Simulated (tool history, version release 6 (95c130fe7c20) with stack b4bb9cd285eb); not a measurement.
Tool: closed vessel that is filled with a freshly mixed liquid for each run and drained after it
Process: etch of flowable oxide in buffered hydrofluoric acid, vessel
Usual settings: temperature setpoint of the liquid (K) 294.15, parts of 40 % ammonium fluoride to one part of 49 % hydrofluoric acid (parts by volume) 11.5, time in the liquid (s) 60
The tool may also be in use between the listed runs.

run	hour	temperature setpoint of the liquid (K)	parts of 40 % ammonium fluoride to one part of 49 % hydrofluoric acid (parts by volume)	time in the liquid (s)	read-back film thickness of the flowable oxide reference wafer, read on the same gauge (nm)	thickness taken off the flowable oxide on a monitor wafer (angstrom)
1	0	294.15	11.5	60	40.06	1652.4
2	34.3	294.15	11.5	60	40.02	1662.7
3	49.5	294.15	11.5	50	39.98	1388.6
4	69.8	294.15	11.5	50	40.01	1393.6
5	92.4	294.15	11.5	60	40.01	1676.2
6	118	294.15	11.5	60	40	1642.2
7	148.5	294.15	11.5	60	40.03	1686.3
8	178.9	294.15	11.5	60	40.04	1692.5
9	201.4	294.15	11.5	60	40	1678.6
10	233.5	294.15	11.5	60	40.02	1703.9
11	328.2	294.15	11.5	60	40.01	1723.4
12	362.3	294.15	11.5	60	40.01	1712.3
13	385.8	294.15	11.5	60	40.02	1684.4
14	409.1	294.15	11.5	60	40	1697.1
15	434.3	294.15	11.5	60	39.97	1680.9
16	460.2	291.65	11.5	70	39.98	1762.9
# hour 476.6: gauge calibrated
17	480.5	290.15	8.5	35	40.03	1041.3
18	509.3	292.15	14.5	60	40	1227.2
19	526.1	291.65	14	60	40.01	1232.7
20	560.8	296.65	10	45	39.98	1700.5
21	596.3	290.15	14.5	40	39.95	741.2
22	622	290.65	8.5	60	39.99	1836.8
# hour 626: hydrofluoric acid flow meter replaced
23	640.8	294.15	11.5	60	40.01	1729.9
24	676.5	294.15	11.5	75	40.01	2158.4
# hour 682: thermometer replaced
25	713	294.15	11.5	60	40	1541.4
26	801.5	294.15	11.5	60	40	1552.7
27	823.7	290.15	13.5	35	40	609.8
28	853.8	294.15	11.5	60	40.01	1518.4
29	875.5	290.15	10	35	39.99	823.8
30	888.6	296.15	14	60	39.98	1415.2
31	903.8	296.15	14	60	40	1410.5

3 ways to go on from here, each from the tool as it stands after run 31. What would each give?
A	904.5	294.15	11.5	35	?	?
B	904.5	294.15	14	60	?	?
C	904.5	298.15	11.5	90	?	?

run	read-back film thickness of the flowable oxide reference wafer, read on the same gauge (nm)	thickness taken off the flowable oxide on a monitor wafer (angstrom)
A	40	897.2
B	40	1268.6
C	40	2872.5
Without the tool's hidden state the same runs would have given:
run	thickness taken off the flowable oxide on a monitor wafer (angstrom)
A	881.4
B	1246.2
C	2823.2
